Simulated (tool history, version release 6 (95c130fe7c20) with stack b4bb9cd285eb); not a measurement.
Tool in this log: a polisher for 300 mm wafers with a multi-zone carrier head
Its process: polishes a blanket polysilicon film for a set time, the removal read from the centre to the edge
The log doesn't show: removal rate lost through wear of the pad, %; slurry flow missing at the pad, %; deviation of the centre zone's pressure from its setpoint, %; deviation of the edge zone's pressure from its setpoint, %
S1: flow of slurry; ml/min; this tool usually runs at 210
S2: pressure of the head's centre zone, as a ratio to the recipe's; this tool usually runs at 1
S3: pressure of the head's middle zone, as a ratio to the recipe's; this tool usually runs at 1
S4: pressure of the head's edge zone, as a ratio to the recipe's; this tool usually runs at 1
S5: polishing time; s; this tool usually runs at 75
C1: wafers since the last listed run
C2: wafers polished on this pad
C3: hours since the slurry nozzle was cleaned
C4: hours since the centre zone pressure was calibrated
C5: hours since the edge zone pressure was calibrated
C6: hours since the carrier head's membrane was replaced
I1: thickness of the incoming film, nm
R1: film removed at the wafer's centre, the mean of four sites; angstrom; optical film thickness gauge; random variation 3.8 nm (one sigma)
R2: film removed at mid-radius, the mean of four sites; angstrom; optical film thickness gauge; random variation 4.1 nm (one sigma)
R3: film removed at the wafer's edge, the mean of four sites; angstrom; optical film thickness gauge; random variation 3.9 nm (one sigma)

| run | hour | S1 | S2 | S3 | S4 | S5 | C1 | C2 | C3 | C4 | C5 | C6 | I1 | R1 | R2 | R3 |
|---|---|---|---|---|---|---|---|---|---|---|---|---|---|---|---|---|
| 1 | 0 | 210 | 1 | 1 | 1 | 75 | 0 | 847 | 570 | 1024.8 | 1199.2 | 381.8 | 1953.2 | 4481 | 5189 | 4947 |
| 2 | 29.3 | 210 | 1 | 1.04 | 1 | 75 | 252 | 1099 | 599.3 | 1054.1 | 1228.5 | 411.1 | 1930.9 | 4517 | 5313 | 4963 |
|  | 37.6 | worn pad replaced by a new one |
| 3 | 55.9 | 210 | 1 | 1.04 | 1 | 75 | 194 | 157 | 625.9 | 1080.7 | 1255.1 | 437.7 | 1961.9 | 4498 | 5349 | 4951 |
| 4 | 90.3 | 210 | 1 | 1 | 1 | 75 | 296 | 453 | 660.3 | 1115.1 | 1289.5 | 472.1 | 1963 | 4489 | 5197 | 4889 |
| 5 | 103.6 | 210 | 1 | 1 | 1 | 75 | 114 | 568 | 673.6 | 1128.4 | 1302.8 | 485.4 | 1951.9 | 4377 | 5170 | 4989 |
| 6 | 136.5 | 210 | 1 | 1 | 1 | 75 | 283 | 851 | 706.5 | 1161.3 | 1335.7 | 518.3 | 1966.7 | 4344 | 5142 | 4922 |
|  | 154.3 | worn pad replaced by a new one |
| 7 | 177.1 | 210 | 1 | 1 | 1 | 60 | 315 | 196 | 747.1 | 1201.9 | 1376.3 | 558.9 | 1944.5 | 3511 | 4196 | 3933 |
|  | 197.2 | slurry nozzle cleaned |
| 8 | 212.3 | 210 | 1 | 1 | 1 | 60 | 294 | 491 | 15.1 | 1237.1 | 1411.5 | 594.1 | 1963.4 | 3491 | 4179 | 3912 |
|  | 223.1 | centre zone pressure recalibrated |
| 9 | 224.9 | 165 | 1 | 1 | 1 | 75 | 91 | 582 | 27.7 | 1.8 | 1424.1 | 606.7 | 1941.4 | 4884 | 4988 | 4795 |
|  | 241 | edge zone pressure recalibrated |
|  | 248.3 | carrier head's membrane replaced by a new one |
| 10 | 248.8 | 210 | 1.08 | 1 | 1 | 63 | 145 | 728 | 51.6 | 25.7 | 7.8 | 0.5 | 1955.5 | 4675 | 4416 | 4179 |
| 11 | 258.9 | 210 | 1 | 1 | 1 | 75 | 87 | 815 | 61.7 | 35.8 | 17.9 | 10.6 | 1944.9 | 5081 | 5148 | 4999 |
|  | 282.9 | worn pad replaced by a new one |
| 12 | 283.4 | 210 | 0.95 | 1 | 1 | 65 | 176 | 4 | 86.2 | 60.3 | 42.4 | 35.1 | 1930.4 | 4184 | 4528 | 4267 |
| 13 | 312 | 230 | 1.09 | 1 | 1.07 | 75 | 246 | 251 | 114.8 | 88.9 | 71 | 63.7 | 1952.4 | 5669 | 5269 | 5189 |
| 14 | 328.9 | 210 | 1 | 1 | 1 | 75 | 145 | 396 | 131.7 | 105.8 | 87.9 | 80.6 | 1942.3 | 5031 | 5175 | 4969 |
| 15 | 350.3 | 180 | 1 | 1 | 1 | 75 | 184 | 581 | 153.1 | 127.2 | 109.3 | 102 | 1946.5 | 4920 | 5095 | 4847 |
| 16 | 369.3 | 210 | 1 | 1 | 1 | 75 | 163 | 744 | 172.1 | 146.2 | 128.3 | 121 | 1982.1 | 5046 | 5219 | 4909 |

List, for all runs, the conditions of the tool that the log does not record:
removal rate lost through wear of the pad, %: 0 across all the runs
slurry flow missing at the pad, %: 0 across all the runs
deviation of the edge zone's pressure from its setpoint, %: 0 across all the runs
H1: deviation of the centre zone's pressure from its setpoint, %
| run | H1 |
|---|---|
| 1 | -12.6 |
| 2 | -12.9 |
| 3 | -13.2 |
| 4 | -13.6 |
| 5 | -13.7 |
| 6 | -14.1 |
| 7 | -14.5 |
| 8 | -14.9 |
| 9 | -0.374 |
| 10 | -0.631 |
| 11 | -0.74 |
| 12 | -1 |
| 13 | -1.31 |
| 14 | -1.49 |
| 15 | -1.72 |
| 16 | -1.93 |

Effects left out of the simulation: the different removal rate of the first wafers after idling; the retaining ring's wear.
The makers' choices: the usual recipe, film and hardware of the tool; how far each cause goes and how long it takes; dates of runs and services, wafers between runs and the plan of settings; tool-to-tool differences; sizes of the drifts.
